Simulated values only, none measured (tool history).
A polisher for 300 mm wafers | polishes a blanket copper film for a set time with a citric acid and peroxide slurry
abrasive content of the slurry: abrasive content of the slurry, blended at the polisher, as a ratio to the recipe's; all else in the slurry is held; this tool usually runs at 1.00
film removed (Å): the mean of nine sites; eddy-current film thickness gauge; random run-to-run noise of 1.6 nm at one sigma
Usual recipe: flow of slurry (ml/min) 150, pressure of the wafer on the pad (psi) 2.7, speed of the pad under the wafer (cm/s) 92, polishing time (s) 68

run   hour  flow of slurry (ml/min)  pressure of the wafer on the pad (psi)  speed of the pad under the wafer (cm/s)  abrasive content of the slurry  polishing time (s)  wafers since the last listed run  wafers polished on this pad  hours since the slurry nozzle was cleaned  hours since the head pressure was calibrated  hours since the slurry blender was calibrated  incoming thickness of the incoming film, nm  film removed (Å)
  1    0.0                      150                                     2.7                                       92                            1.00                  68                                 0                         2135                                      175.7                                         459.8                                          259.3                                        780.4              1103
  2   30.6                      150                                     2.7                                       92                            1.00                  68                               407                         2542                                      206.3                                         490.4                                          289.9                                        768.7              1075
      51.3  -- worn pad replaced by a new one
  3   61.3                      150                                     2.7                                       92                            1.00                  68                               355                          133                                      237.0                                         521.1                                          320.6                                        779.7              1093
  4  127.2                      150                                     2.7                                       92                            1.10                  74                               876                         1009                                      302.9                                         587.0                                          386.5                                        778.1              1225
  5  161.6                      150                                     2.7                                       92                            1.10                  74                               457                         1467                                      337.3                                         621.4                                          420.9                                        785.7              1220
  6  182.5                      150                                     2.7                                       80                            1.00                  68                               278                         1745                                      358.2                                         642.3                                          441.8                                        775.0               953
     190.0  -- slurry blender recalibrated
  7  215.0                      150                                     2.7                                       80                            1.00                  68                               405                         2151                                      390.7                                         674.8                                           25.0                                        770.5               964
  8  242.1                      150                                     2.7                                       80                            1.00                  68                               360                         2511                                      417.8                                         701.9                                           52.1                                        787.0               935
     271.9  -- head pressure recalibrated
     278.5  -- worn pad replaced by a new one
     299.5  -- slurry nozzle cleaned
  9  302.5                      150                                     2.7                                      114                            1.00                  68                               710                          305                                        3.0                                          30.6                                          112.5                                        793.0              1447
 10  337.4                      150                                     2.7                                       92                            1.00                  68                               464                          769                                       37.9                                          65.5                                          147.4                                        782.8              1169
 11  434.6                      150                                     2.7                                       92                            1.00                  68                              1293                         2062                                      135.1                                         162.7                                          244.6                                        788.2              1168
     482.0  -- worn pad replaced by a new one
 12  517.5                      150                                     2.7                                       92                            1.00                  68                              1049                          472                                      218.0                                         245.6                                          327.5                                        773.5              1109
 13  620.5                      130                                     2.7                                       72                            0.80                  45                              1370                         1842                                      321.0                                         348.6                                          430.5                                        781.3               532
 14  649.4                      150                                     2.7                                      114                            1.00                  68                               384                         2226                                      349.9                                         377.5                                          459.4                                        792.4              1381
 15  670.3                      150                                     2.0                                       92                            1.00                  53                               278                         2504                                      370.8                                         398.4                                          480.3                                        773.6               697
     691.9  -- slurry nozzle cleaned
     696.4  -- slurry blender recalibrated
 16  697.1                      150                                     2.7                                       64                            1.10                  68                               316                         2821                                        5.2                                         425.2                                            0.7                                        787.0               820
     728.3  -- worn pad replaced by a new one
 17  728.8                      195                                     2.7                                       92                            0.75                  82                               368                            6                                       36.9                                         456.9                                           32.4                                        777.3              1255
 18  743.8                      150                                     2.3                                       72                            1.15                  57                               199                          206                                       51.9                                         471.9                                           47.4                                        795.5               684
 19  758.5                      195                                     2.7                                       92                            0.75                  82                               195                          402                                       66.6                                         486.6                                           62.1                                        773.9              1240
 20  778.2                      150                                     2.7                                       80                            1.00                  68                               262                          664                                       86.3                                         506.3                                           81.8                                        778.1               954
 21  796.7                      130                                     1.9                                       92                            1.00                  68                               246                          910                                      104.8                                         524.8                                          100.3                                        779.6               858
 22  817.8                      150                                     2.7                                       92                            1.00                  68                               280                         1190                                      125.9                                         545.9                                          121.4                                        784.2              1092
 23  852.5                      150                                     2.7                                       92                            1.00                  68                               461                         1652                                      160.6                                         580.6                                          156.1                                        777.2              1074
 24  881.1                      100                                     3.0                                       92                            1.00                  85                               380                         2033                                      189.2                                         609.2                                          184.7                                        769.5              1318
 25  894.8                      150                                     3.3                                       92                            0.85                  79                               182                         2215                                      202.9                                         622.9                                          198.4                                        781.1              1391
 26  917.0                      170                                     3.2                                      104                            1.00                  60                               295                         2510                                      225.1                                         645.1                                          220.6                                        779.6              1231
 27  942.9                      150                                     2.7                                       92                            1.00                  68                               344                         2855                                      251.0                                         671.0                                          246.5                                        795.3              1097
     953.6  -- worn pad replaced by a new one
 28  958.2                      170                                     2.2                                       92                            1.20                  79                               150                           60                                      266.3                                         686.3                                          261.8                                        773.0              1212
     984.2  -- head pressure recalibrated
 29  993.4                      170                                     2.7                                       92                            1.00                  55                               441                          502                                      301.5                                           9.2                                          297.0                                        783.4               979

What differs in the tool's unlogged condition from the final listed run ahead of each entry between runs to the first listed run following it?
Between runs 2 and 3: worn pad replaced by a new one (hour 51.3)
  deviation of the head's pressure from its setpoint, %: -9.21 -> -9.42
  measured less the result without the state, film removed (Å): -77 -> -80
Between runs 6 and 7: slurry blender recalibrated (hour 190.0)
  deviation of the head's pressure from its setpoint, %: -10 -> -10.2
  measured less the result without the state, film removed (Å): -75 -> -76
Between runs 8 and 9: head pressure recalibrated (hour 271.9); worn pad replaced by a new one (hour 278.5); slurry nozzle cleaned (hour 299.5)
  deviation of the head's pressure from its setpoint, %: -10.2 -> 0.165
  measured less the result without the state, film removed (Å): -74 -> +2
Between runs 11 and 12: worn pad replaced by a new one (hour 482.0)
  deviation of the head's pressure from its setpoint, %: -4.38 -> -6.24
  measured less the result without the state, film removed (Å): -38 -> -53
Between runs 15 and 16: slurry nozzle cleaned (hour 691.9); slurry blender recalibrated (hour 696.4)
  deviation of the head's pressure from its setpoint, %: -8.41 -> -8.67
  measured less the result without the state, film removed (Å): -46 -> -55
Between runs 16 and 17: worn pad replaced by a new one (hour 728.3)
  deviation of the head's pressure from its setpoint, %: -8.67 -> -8.95
  measured less the result without the state, film removed (Å): -55 -> -87
Between runs 27 and 28: worn pad replaced by a new one (hour 953.6)
  deviation of the head's pressure from its setpoint, %: -10.1 -> -10.2
  measured less the result without the state, film removed (Å): -87 -> -96
Between runs 28 and 29: head pressure recalibrated (hour 984.2)
  deviation of the head's pressure from its setpoint, %: -10.2 -> -0.601
  measured less the result without the state, film removed (Å): -96 -> -4
